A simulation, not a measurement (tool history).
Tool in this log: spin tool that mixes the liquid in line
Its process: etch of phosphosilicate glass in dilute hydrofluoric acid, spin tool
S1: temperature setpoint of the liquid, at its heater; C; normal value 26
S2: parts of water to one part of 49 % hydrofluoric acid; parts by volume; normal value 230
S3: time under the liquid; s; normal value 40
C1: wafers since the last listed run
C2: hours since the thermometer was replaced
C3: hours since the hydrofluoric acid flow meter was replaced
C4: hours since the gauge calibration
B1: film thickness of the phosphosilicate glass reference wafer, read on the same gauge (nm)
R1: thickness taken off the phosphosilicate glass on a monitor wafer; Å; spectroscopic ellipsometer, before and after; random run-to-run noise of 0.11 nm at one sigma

Run 1, day 0: usual settings; C1 0; C2 188.8; C3 817.8; C4 773.1; B1 39.99. Result: R1 147.3 Å.
Run 2, day 1.104: usual settings; C1 331; C2 215.3; C3 844.3; C4 799.6; B1 40.01. Result: R1 144.4 Å.
Run 3, day 2.171: usual settings; C1 319; C2 240.9; C3 869.9; C4 825.2; B1 40.02. Result: R1 144.9 Å.
At day 3.083: gauge calibrated.
Run 4, day 4.512: usual settings; C1 702; C2 297.1; C3 926.1; C4 34.3; B1 39.96. Result: R1 147.3 Å.
Run 5, day 7.062: usual settings; C1 764; C2 358.3; C3 987.3; C4 95.5; B1 39.99. Result: R1 146.4 Å.
Run 6, day 8.35: usual settings; C1 386; C2 389.2; C3 1018.2; C4 126.4; B1 39.98. Result: R1 146.7 Å.
Run 7, day 9.829: usual settings; C1 443; C2 424.7; C3 1053.7; C4 161.9; B1 40.06. Result: R1 145.3 Å.
Run 8, day 12.325: usual settings; C1 748; C2 484.6; C3 1113.6; C4 221.8; B1 39.97. Result: R1 150.1 Å.
Run 9, day 13.821: usual settings but S1 27.5 C, S3 50 s; C1 448; C2 520.5; C3 1149.5; C4 257.7; B1 39.98. Result: R1 192.7 Å.
Run 10, day 15.475: usual settings but S1 27.5 C, S3 50 s; C1 496; C2 560.2; C3 1189.2; C4 297.4; B1 39.98. Result: R1 197 Å.
Run 11, day 17.304: usual settings but S1 27.5 C, S3 50 s; C1 548; C2 604.1; C3 1233.1; C4 341.3; B1 39.99. Result: R1 201.4 Å.
Run 12, day 19.354: usual settings but S1 29 C, S2 175 parts by volume; C1 614; C2 653.3; C3 1282.3; C4 390.5; B1 39.99. Result: R1 234.7 Å.
At day 20.846: hydrofluoric acid flow meter replaced.
Run 13, day 20.867: usual settings but S1 29 C, S2 175 parts by volume; C1 441; C2 689.6; C3 0.5; C4 426.8; B1 40.01. Result: R1 215.8 Å.
At day 22.475: thermometer replaced.
Run 14, day 23.604: usual settings; C1 808; C2 27.1; C3 66.2; C4 492.5; B1 40.02. Result: R1 139.3 Å.
Run 15, day 25.2: usual settings; C1 478; C2 65.4; C3 104.5; C4 530.8; B1 39.98. Result: R1 141 Å.
Run 16, day 27.492: usual settings but S1 31 C, S2 340 parts by volume, S3 50 s; C1 687; C2 120.4; C3 159.5; C4 585.8; B1 40. Result: R1 125.1 Å.
Run 17, day 29.008: usual settings but S2 150 parts by volume, S3 65 s; C1 454; C2 156.8; C3 195.9; C4 622.2; B1 39.97. Result: R1 385.1 Å.
Run 18, day 31.212: usual settings; C1 661; C2 209.7; C3 248.8; C4 675.1; B1 40.05. Result: R1 140.3 Å.
Run 19, day 33.762: usual settings; C1 764; C2 270.9; C3 310; C4 736.3; B1 39.98. Result: R1 140.8 Å.
Run 20, day 38.692: usual settings but S2 285 parts by volume; C1 1478; C2 389.2; C3 428.3; C4 854.6; B1 40.01. Result: R1 107.3 Å.
Run 21, day 41.475: usual settings; C1 834; C2 456; C3 495.1; C4 921.4; B1 40.03. Result: R1 143.3 Å.
Run 22, day 43.671: usual settings but S1 23 C, S2 125 parts by volume, S3 60 s; C1 658; C2 508.7; C3 547.8; C4 974.1; B1 39.96. Result: R1 396.6 Å.
At day 44.825: gauge calibrated.
Run 23, day 45.821: usual settings; C1 644; C2 560.3; C3 599.4; C4 23.9; B1 40.04. Result: R1 145.5 Å.
Run 24, day 47.262: usual settings but S1 28 C; C1 432; C2 594.9; C3 634; C4 58.5; B1 40. Result: R1 154.6 Å.
Run 25, day 48.7: usual settings; C1 431; C2 629.4; C3 668.5; C4 93; B1 40.04. Result: R1 144.2 Å.
Run 26, day 50.862: usual settings but S1 29 C, S2 270 parts by volume; C1 648; C2 681.3; C3 720.4; C4 144.9; B1 39.98. Result: R1 132.4 Å.
Run 27, day 52.5: usual settings but S1 24.5 C, S2 175 parts by volume, S3 50 s; C1 491; C2 720.6; C3 759.7; C4 184.2; B1 39.98. Result: R1 240.6 Å.
Run 28, day 55.45: usual settings but S2 195 parts by volume, S3 55 s; C1 884; C2 791.4; C3 830.5; C4 255; B1 40.02. Result: R1 246.1 Å.
At day 57.2: thermometer replaced.
Run 29, day 57.279: usual settings but S1 24 C; C1 536; C2 1.9; C3 874.4; C4 298.9; B1 40. Result: R1 137.2 Å.
Run 30, day 58.825: usual settings but S1 28.5 C, S3 65 s; C1 463; C2 39; C3 911.5; C4 336; B1 40.02. Result: R1 262.7 Å.
Run 31, day 61.712: usual settings but S2 280 parts by volume; C1 866; C2 108.3; C3 980.8; C4 405.3; B1 40.01. Result: R1 115.6 Å.

Some steps in R1, run to run, broken into two amounts with sign: the step expected even without the hidden condition (settings, incoming material, random variation), and the rest, left for the hidden condition together with whatever gauge scatter is not in both the measured and the hidden-condition-free result:
Hidden state at play: liquid colder than its thermometer reads (K); hydrofluoric acid flow above the setpoint (%); gauge reads high (%).
Run 12 -> 13: hydrofluoric acid flow meter replaced. R1 -18.9 Å: hidden state -18.2, all else -0.7.
Run 16 -> 17: S1 31 -> 26, S2 340 -> 150, S3 50 -> 65. R1 +260 Å: hidden state +8, all else +252.
Run 21 -> 22: S1 26 -> 23, S2 230 -> 125, S3 40 -> 60. R1 +253.3 Å: hidden state +13.4, all else +239.9.
Run 22 -> 23: S1 23 -> 26, S2 125 -> 230, S3 60 -> 40, gauge calibrated. R1 -251.1 Å: hidden state -12.2, all else -238.9.

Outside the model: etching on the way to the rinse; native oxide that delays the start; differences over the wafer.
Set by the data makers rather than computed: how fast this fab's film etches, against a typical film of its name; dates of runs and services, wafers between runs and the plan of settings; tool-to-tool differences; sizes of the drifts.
